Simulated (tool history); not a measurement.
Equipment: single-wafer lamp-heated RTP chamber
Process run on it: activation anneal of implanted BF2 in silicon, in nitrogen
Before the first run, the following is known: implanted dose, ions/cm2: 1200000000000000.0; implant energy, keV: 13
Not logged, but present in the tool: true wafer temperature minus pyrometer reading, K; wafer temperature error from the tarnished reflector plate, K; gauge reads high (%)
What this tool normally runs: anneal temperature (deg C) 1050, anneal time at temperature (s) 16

| run | hour | anneal temperature (deg C) | anneal time at temperature (s) | wafers since the last listed run | wafers since the last pyrometer calibration | wafers since the reflector plate was cleaned | hours since the gauge calibration | read-back reference wafer on the same gauge, sheet resistance | sheet resistance of the implanted and annealed layer (ohm/square) |
|---|---|---|---|---|---|---|---|---|---|
| 1 | 0 | 1070 | 16 | 0 | 3585 | 270 | 519.5 | 169.01 | 140.49 |
| 2 | 29.7 | 1027 | 11 | 343 | 3928 | 613 | 549.2 | 169.01 | 200.12 |
| 3 | 60.1 | 1050 | 16 | 351 | 4280 | 965 | 579.6 | 168.89 | 157.32 |
| 4 | 128.4 | 1050 | 16 | 790 | 5070 | 1755 | 647.9 | 168.98 | 156.82 |
| 5 | 163.5 | 1050 | 16 | 405 | 5476 | 2161 | 683 | 169.12 | 156.23 |
| 6 | 198 | 1058 | 16 | 399 | 5875 | 2560 | 717.5 | 168.96 | 148 |
| 7 | 234.6 | 1058 | 16 | 423 | 6298 | 2983 | 754.1 | 169.03 | 148.7 |
| 8 | 278.5 | 1058 | 16 | 507 | 6806 | 3491 | 798 | 168.98 | 147.5 |
| 9 | 330.6 | 1050 | 16 | 602 | 7409 | 4094 | 850.1 | 168.98 | 153.21 |
| 10 | 379.8 | 1050 | 16 | 569 | 7978 | 4663 | 899.3 | 168.96 | 152.41 |
|  | 403 | reflector plate cleaned |
| 11 | 418.3 | 1050 | 16 | 352 | 8331 | 177 | 937.8 | 169.1 | 151.91 |
|  | 452.8 | pyrometer window cleaned and pyrometer calibrated |
| 12 | 454.2 | 1050 | 16 | 322 | 16 | 500 | 973.7 | 169.08 | 159.83 |
| 13 | 516.9 | 1050 | 16 | 725 | 741 | 1225 | 1036.4 | 168.93 | 159.98 |
| 14 | 549.4 | 1050 | 16 | 375 | 1117 | 1601 | 1068.9 | 169.09 | 159.04 |
| 15 | 587.3 | 1050 | 16 | 438 | 1555 | 2039 | 1106.8 | 168.91 | 160.05 |
| 16 | 621.2 | 1073 | 9 | 392 | 1948 | 2431 | 1140.7 | 169.03 | 155.85 |
| 17 | 774.1 | 1061 | 25 | 1768 | 3716 | 4200 | 1293.6 | 169.05 | 137.55 |
|  | 802.4 | reflector plate cleaned |
| 18 | 827.1 | 1050 | 16 | 520 | 4237 | 286 | 1346.6 | 168.89 | 157.57 |
| 19 | 861.8 | 1059 | 16 | 401 | 4638 | 687 | 1381.3 | 168.99 | 148.25 |
| 20 | 885.8 | 1028 | 12 | 277 | 4916 | 965 | 1405.3 | 168.9 | 194.15 |
|  | 893.5 | gauge calibrated |
| 21 | 934.1 | 1035 | 12 | 558 | 5474 | 1523 | 40.6 | 169.02 | 181.01 |
| 22 | 973 | 1023 | 10 | 449 | 5924 | 1973 | 79.5 | 168.88 | 206.03 |
| 23 | 1001 | 1066 | 7 | 323 | 6248 | 2297 | 107.5 | 169.18 | 165.77 |
| 24 | 1044.3 | 1070 | 16 | 500 | 6749 | 2798 | 150.8 | 169.04 | 137.81 |
|  | 1071 | pyrometer window cleaned and pyrometer calibrated |
| 25 | 1081.4 | 1072 | 22 | 336 | 120 | 3135 | 187.9 | 169.04 | 131.8 |
| 26 | 1150.3 | 1050 | 16 | 796 | 917 | 3932 | 256.8 | 169.07 | 158.41 |
| 27 | 1195.5 | 1066 | 7 | 522 | 1440 | 4454 | 302 | 168.98 | 167.04 |
| 28 | 1265.6 | 1050 | 16 | 810 | 2250 | 5265 | 372.1 | 168.92 | 158.2 |
|  | 1291 | reflector plate cleaned |
| 29 | 1307.2 | 1050 | 16 | 388 | 2639 | 187 | 413.7 | 169.06 | 157.74 |
| 30 | 1372.9 | 1050 | 14 | 759 | 3399 | 947 | 479.4 | 168.97 | 159.74 |
| 31 | 1411.2 | 1050 | 13 | 443 | 3842 | 1390 | 517.7 | 168.94 | 163.2 |
| 32 | 1452.6 | 1050 | 16 | 478 | 4321 | 1869 | 559.1 | 169.06 | 156.74 |
| 33 | 1502.7 | 1058 | 21 | 579 | 4900 | 2448 | 609.2 | 168.93 | 142.72 |
| 34 | 1559.5 | 1031 | 11 | 656 | 5557 | 3105 | 666 | 168.97 | 190.25 |
| 35 | 1611.3 | 1076 | 7 | 599 | 6156 | 3704 | 717.8 | 169.12 | 154.66 |
| 36 | 1661.9 | 1066 | 16 | 585 | 6742 | 4290 | 768.4 | 168.96 | 140.85 |
| 37 | 1690.7 | 1050 | 16 | 333 | 7075 | 4623 | 797.2 | 168.97 | 151.73 |
| 38 | 1717.8 | 1031 | 9 | 313 | 7388 | 4936 | 824.3 | 168.99 | 192.87 |

Alternative continuations, all from the tool just after run 38; predict every row:
| A | 1718.2 | 1050 | 16 | 4 | 7393 | 4941 | 824.7 | ? | ? |
| B | 1718.2 | 1027 | 19 | 4 | 7393 | 4941 | 824.7 | ? | ? |
| C | 1718.2 | 1074 | 10 | 4 | 7393 | 4941 | 824.7 | ? | ? |

| run | read-back reference wafer on the same gauge, sheet resistance | sheet resistance of the implanted and annealed layer (ohm/square) |
|---|---|---|
| A | 168.99 | 152.62 |
| B | 168.99 | 171.68 |
| C | 168.99 | 147.22 |
With no hidden state in the tool, these same runs would have given:
| run | sheet resistance of the implanted and annealed layer (ohm/square) |
|---|---|
| A | 159.39 |
| B | 180.22 |
| C | 152.24 |
